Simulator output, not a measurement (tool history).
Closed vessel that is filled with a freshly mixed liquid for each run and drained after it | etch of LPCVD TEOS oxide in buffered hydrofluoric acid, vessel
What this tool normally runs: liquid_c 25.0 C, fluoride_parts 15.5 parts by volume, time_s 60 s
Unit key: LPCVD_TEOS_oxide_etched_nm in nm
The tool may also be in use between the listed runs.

| run | hour | liquid_c | fluoride_parts | time_s | wafers since the last listed run | hours since the thermometer was replaced | hours since the hydrofluoric acid flow meter was replaced | hours since the gauge calibration | read-back film thickness of the LPCVD TEOS oxide reference wafer, read on the same gauge (nm) | LPCVD_TEOS_oxide_etched_nm |
|---|---|---|---|---|---|---|---|---|---|---|
| 1 | 0.0 | 24.0 | 18.0 | 60 | 0 | 914.2 | 788.5 | 1407.9 | 140.06 | 64.46 |
| 2 | 48.2 | 25.0 | 15.5 | 60 | 5374 | 962.4 | 836.7 | 1456.1 | 140.01 | 77.91 |
| 3 | 132.8 | 25.0 | 15.5 | 60 | 9433 | 1047.0 | 921.3 | 1540.7 | 140.01 | 78.45 |
| 4 | 175.4 | 25.0 | 15.5 | 60 | 4750 | 1089.6 | 963.9 | 1583.3 | 139.96 | 78.82 |
| 5 | 237.9 | 25.0 | 15.5 | 60 | 6969 | 1152.1 | 1026.4 | 1645.8 | 140.01 | 79.07 |
| 6 | 336.0 | 25.0 | 15.5 | 60 | 10938 | 1250.2 | 1124.5 | 1743.9 | 140.00 | 79.60 |
| 7 | 411.2 | 25.0 | 15.5 | 60 | 8385 | 1325.4 | 1199.7 | 1819.1 | 140.04 | 79.03 |
| 8 | 458.9 | 25.0 | 15.5 | 60 | 5318 | 1373.1 | 1247.4 | 1866.8 | 140.01 | 79.21 |
| 9 | 545.0 | 25.0 | 15.5 | 60 | 9600 | 1459.2 | 1333.5 | 1952.9 | 139.97 | 80.05 |
|  | 611.8 | gauge calibrated |
| 10 | 639.0 | 25.0 | 15.5 | 60 | 10481 | 1553.2 | 1427.5 | 27.2 | 140.01 | 80.20 |
| 11 | 699.0 | 25.0 | 11.0 | 90 | 6690 | 1613.2 | 1487.5 | 87.2 | 139.99 | 170.09 |
| 12 | 752.5 | 28.5 | 15.5 | 60 | 5965 | 1666.7 | 1541.0 | 140.7 | 139.94 | 97.68 |
| 13 | 818.5 | 25.0 | 15.5 | 60 | 7359 | 1732.7 | 1607.0 | 206.7 | 139.97 | 81.75 |
|  | 848.9 | thermometer replaced |
| 14 | 903.4 | 28.0 | 15.5 | 30 | 9355 | 54.5 | 1691.9 | 291.6 | 139.98 | 44.44 |
| 15 | 944.5 | 23.5 | 11.0 | 60 | 4582 | 95.6 | 1733.0 | 332.7 | 139.98 | 98.19 |
| 16 | 1020.6 | 21.0 | 15.5 | 70 | 8485 | 171.7 | 1809.1 | 408.8 | 140.03 | 70.68 |
| 17 | 1103.8 | 25.0 | 15.5 | 60 | 9277 | 254.9 | 1892.3 | 492.0 | 140.00 | 76.13 |
|  | 1161.9 | hydrofluoric acid flow meter replaced |
| 18 | 1179.6 | 27.5 | 11.5 | 30 | 8340 | 330.7 | 17.7 | 567.8 | 139.99 | 59.27 |
| 19 | 1276.6 | 25.0 | 15.5 | 60 | 10815 | 427.7 | 114.7 | 664.8 | 139.99 | 75.86 |
| 20 | 1346.1 | 25.0 | 15.5 | 60 | 7749 | 497.2 | 184.2 | 734.3 | 140.04 | 77.44 |
| 21 | 1387.5 | 27.5 | 18.0 | 60 | 4616 | 538.6 | 225.6 | 775.7 | 140.05 | 74.94 |
| 22 | 1427.7 | 25.0 | 15.5 | 60 | 4482 | 578.8 | 265.8 | 815.9 | 140.01 | 77.51 |
| 23 | 1488.1 | 25.0 | 15.5 | 60 | 6734 | 639.2 | 326.2 | 876.3 | 140.05 | 77.46 |
| 24 | 1532.9 | 22.0 | 12.5 | 90 | 4995 | 684.0 | 371.0 | 921.1 | 139.98 | 121.43 |
| 25 | 1574.2 | 25.0 | 15.5 | 60 | 4605 | 725.3 | 412.3 | 962.4 | 140.01 | 77.16 |
| 26 | 1659.0 | 25.0 | 14.0 | 50 | 9455 | 810.1 | 497.1 | 1047.2 | 139.99 | 71.55 |
| 27 | 1733.2 | 29.0 | 13.5 | 85 | 8273 | 884.3 | 571.3 | 1121.4 | 140.01 | 156.83 |
| 28 | 1812.0 | 25.0 | 18.5 | 75 | 8786 | 963.1 | 650.1 | 1200.2 | 139.97 | 81.98 |
| 29 | 1910.0 | 25.0 | 15.5 | 60 | 10927 | 1061.1 | 748.1 | 1298.2 | 139.96 | 78.32 |
| 30 | 2004.5 | 21.0 | 15.5 | 60 | 10537 | 1155.6 | 842.6 | 1392.7 | 140.01 | 63.65 |
| 31 | 2096.4 | 22.0 | 15.5 | 60 | 10247 | 1247.5 | 934.5 | 1484.6 | 140.03 | 67.45 |
| 32 | 2169.4 | 25.0 | 15.5 | 60 | 8139 | 1320.5 | 1007.5 | 1557.6 | 140.02 | 80.22 |
| 33 | 2265.0 | 29.5 | 13.5 | 95 | 10659 | 1416.1 | 1103.1 | 1653.2 | 139.97 | 183.04 |

Across each entry between runs, compare the hidden state at the last listed run before it with the hidden state at the first listed run after it:
Run 9 -> run 10: gauge calibrated (hour 611.8)
  liquid hotter than its thermometer reads (K): 1.21 -> 1.29
  measured result minus the result with no hidden state, LPCVD_TEOS_oxide_etched_nm: +5.07 -> +5.40 nm
Run 13 -> run 14: thermometer replaced (hour 848.9)
  liquid hotter than its thermometer reads (K): 1.43 -> 0.128
  measured result minus the result with no hidden state, LPCVD_TEOS_oxide_etched_nm: +6.08 -> +0.30 nm
Run 17 -> run 18: hydrofluoric acid flow meter replaced (hour 1161.9)
  liquid hotter than its thermometer reads (K): 0.284 -> 0.343
  measured result minus the result with no hidden state, LPCVD_TEOS_oxide_etched_nm: +1.15 -> +1.06 nm
